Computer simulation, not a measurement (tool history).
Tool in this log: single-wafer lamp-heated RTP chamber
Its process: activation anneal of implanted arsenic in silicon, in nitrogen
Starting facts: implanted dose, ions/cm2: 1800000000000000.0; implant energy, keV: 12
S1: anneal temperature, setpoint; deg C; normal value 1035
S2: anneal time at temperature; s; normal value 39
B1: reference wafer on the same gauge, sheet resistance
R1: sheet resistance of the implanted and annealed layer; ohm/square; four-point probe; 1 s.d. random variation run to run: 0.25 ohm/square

run,hour,S1,S2,B1,R1
1,0,1035,39,105.63,93.37
2,65.6,1035,39,105.76,93.06
3,96.8,1035,39,105.69,93.64
# hour 129.8: reflector plate cleaned
4,149.4,1056,39,105.71,83.42
# hour 204.5: pyrometer window cleaned and pyrometer calibrated
5,217.9,1035,39,105.65,93.82
6,242.2,1027,39,105.81,98
7,278.2,1027,39,105.75,98.24
8,326,1035,30,105.74,99.44
9,370.4,1044,39,105.75,89.17
10,432.2,1015,39,105.68,105.06
# hour 525: pyrometer window cleaned and pyrometer calibrated
11,529,1015,39,105.69,106.43
12,598.1,1035,57,105.65,86.55
13,635.6,1017,28,105.64,112.94
14,672.1,1035,39,105.67,93.58
15,722.8,1035,39,105.75,94.07
# hour 735.9: gauge calibrated
16,748.7,1035,39,105.74,93.6
17,781.5,1010,45,105.84,105.18
# hour 863.7: pyrometer window cleaned and pyrometer calibrated
# hour 962.2: reflector plate cleaned
18,989.6,1017,29,105.64,111.66
19,1019.9,1035,23,105.79,105.68
20,1082.1,1026,39,105.74,98.47
21,1131.8,1043,48,105.61,85.14
22,1177.1,1017,17,105.82,125.93
23,1232.4,1035,39,105.8,92.78

3 ways to go on from here, each from the tool as it stands after run 23. What would each give?
A,1232.8,1059,39,?,?
B,1232.8,1027,52,?,?
C,1232.8,1020,39,?,?

run,B1,R1
A,105.67,81.84
B,105.67,90.86
C,105.67,101.08
With the hidden condition removed and each run's random variation left untouched, the same runs would have given:
run,R1
A,82.93
B,92.34
C,102.87

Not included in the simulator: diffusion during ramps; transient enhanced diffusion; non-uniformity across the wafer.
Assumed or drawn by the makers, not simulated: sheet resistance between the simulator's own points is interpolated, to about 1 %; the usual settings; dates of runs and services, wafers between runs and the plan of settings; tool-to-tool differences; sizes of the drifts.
